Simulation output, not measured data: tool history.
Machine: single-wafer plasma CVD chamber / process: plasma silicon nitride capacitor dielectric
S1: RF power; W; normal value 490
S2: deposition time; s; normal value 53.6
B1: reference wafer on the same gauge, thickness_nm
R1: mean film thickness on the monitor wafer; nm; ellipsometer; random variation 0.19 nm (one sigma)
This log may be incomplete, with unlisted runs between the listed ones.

Run 1, hour 0: usual settings; B1 64.853. Result: R1 78.228 nm.
Run 2, hour 73.5: usual settings; B1 64.832. Result: R1 77.897 nm.
Run 3, hour 167.6: usual settings but S1 465 W; B1 64.744. Result: R1 76.501 nm.
Run 4, hour 254.2: usual settings but S1 465 W; B1 64.791. Result: R1 76.305 nm.
Run 5, hour 291.3: usual settings but S1 465 W; B1 64.751. Result: R1 76.502 nm.
Run 6, hour 360.4: usual settings; B1 64.795. Result: R1 77.742 nm.
Run 7, hour 399.6: usual settings; B1 64.811. Result: R1 77.718 nm.
Run 8, hour 501.2: usual settings; B1 64.776. Result: R1 77.416 nm.
Run 9, hour 550.1: usual settings; B1 64.811. Result: R1 77.259 nm.
Run 10, hour 609.5: usual settings; B1 64.774. Result: R1 77.186 nm.
Run 11, hour 671.3: usual settings but S1 515 W, S2 58.9 s; B1 64.834. Result: R1 85.603 nm.
Run 12, hour 722.7: usual settings but S1 515 W, S2 58.9 s; B1 64.785. Result: R1 85.776 nm.
At hour 762.9: gauge calibrated.
Run 13, hour 778.6: usual settings but S1 515 W, S2 58.9 s; B1 64.791. Result: R1 85.672 nm.
Run 14, hour 851.3: usual settings; B1 64.829. Result: R1 76.096 nm.
Run 15, hour 919.6: usual settings; B1 64.756. Result: R1 75.667 nm.
At hour 973.7: RF generator calibrated.
Run 16, hour 992: usual settings; B1 64.83. Result: R1 78.253 nm.
Run 17, hour 1032.8: usual settings but S1 535 W; B1 64.776. Result: R1 80.628 nm.
Run 18, hour 1095.6: usual settings; B1 64.744. Result: R1 77.696 nm.
Run 19, hour 1199.2: usual settings but S1 575 W, S2 48.5 s; B1 64.792. Result: R1 74.743 nm.
At hour 1210.5: showerhead replaced, of another model than before.
Run 20, hour 1302.3: usual settings but S1 430 W, S2 57.8 s; B1 64.779. Result: R1 82.062 nm.
Run 21, hour 1541.5: usual settings but S1 520 W; B1 64.817. Result: R1 78.439 nm.
Run 22, hour 1616.2: usual settings but S1 530 W, S2 48.9 s; B1 64.77. Result: R1 71.944 nm.
Run 23, hour 1713.3: usual settings; B1 64.795. Result: R1 77.143 nm.
Run 24, hour 1775.7: usual settings but S1 530 W, S2 48.9 s; B1 64.82. Result: R1 71.553 nm.

Expected results for the next run?
Run 25, hour 1875.1: usual settings but S1 440 W, S2 45.9 s; B1 ?. Result: R1 ?.

B1: 64.761
R1: 64.169 nm
The same run, on a tool lacking any hidden state, would have yielded R1 65.202 nm.
